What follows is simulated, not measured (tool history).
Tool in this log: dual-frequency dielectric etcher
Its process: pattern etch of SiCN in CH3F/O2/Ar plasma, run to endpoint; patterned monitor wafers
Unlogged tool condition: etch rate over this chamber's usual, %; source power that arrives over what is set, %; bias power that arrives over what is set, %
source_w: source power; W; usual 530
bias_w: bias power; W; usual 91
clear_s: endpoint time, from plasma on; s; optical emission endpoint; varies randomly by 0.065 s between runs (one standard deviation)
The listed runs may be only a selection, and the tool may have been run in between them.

run   hour  source_w  bias_w  wafers since the last listed run  hours since the last wet clean  hours since the last source power generator calibration  hours since the last bias power generator calibration  hours since the last upper electrode change  incoming incoming film thickness, nm  clear_s
  1      0       590      91                                 0                           515.4                                                   4102.9                                                 3623.5                                       4179.2                                   7.3     17.7
  2   10.2       530      91                               175                           525.6                                                   4113.1                                                 3633.7                                       4189.4                                  7.23     18.4
  3   27.6       530      91                               298                             543                                                   4130.5                                                 3651.1                                       4206.8                                  7.29     18.5
  4   43.1       450      91                               266                           558.5                                                     4146                                                 3666.6                                       4222.3                                  7.33     19.9
  5   56.4       450      91                               228                           571.8                                                   4159.3                                                 3679.9                                       4235.6                                  7.32     19.8
      92.6  -- upper electrode replaced
      99.8  -- wet clean of the chamber
  6  100.3       450      91                               216                             0.5                                                   4203.2                                                 3723.8                                          7.7                                  7.31     18.7
  7  100.7       560      91                                 6                             0.9                                                   4203.6                                                 3724.2                                          8.1                                  7.26     17.1
  8    101       530      71                                 5                             1.2                                                   4203.9                                                 3724.5                                          8.4                                  7.37     19.2
     107.5  -- source power generator calibrated
  9    108       620     101                                51                             8.2                                                      0.5                                                 3731.5                                         15.4                                  7.29       16
 10  117.6       530      91                               164                            17.8                                                     10.1                                                 3741.1                                           25                                   7.3     17.7
 11  130.7       530      82                               224                            30.9                                                     23.2                                                 3754.2                                         38.1                                  7.35     18.4
 12  142.4       420      91                               200                            42.6                                                     34.9                                                 3765.9                                         49.8                                  7.31     19.3
 13  154.4       400      99                               205                            54.6                                                     46.9                                                 3777.9                                         61.8                                  7.23     18.9
     163.2  -- bias power generator calibrated
 14    206       490      82                               816                           106.2                                                     98.5                                                   42.8                                        113.4                                  7.33     19.1

The tool's hidden state at each run:
source power that arrives over what is set, %: 0 across all the runs
bias power that arrives over what is set, %: 0 across all the runs
H1: etch rate over this chamber's usual, %
run      H1
  1   -4.06
  2   -4.15
  3    -4.3
  4   -4.44
  5   -4.55
  6   0.532
  7   0.529
  8   0.526
  9   0.465
 10   0.382
 11   0.268
 12   0.166
 13  0.0621
 14  -0.387
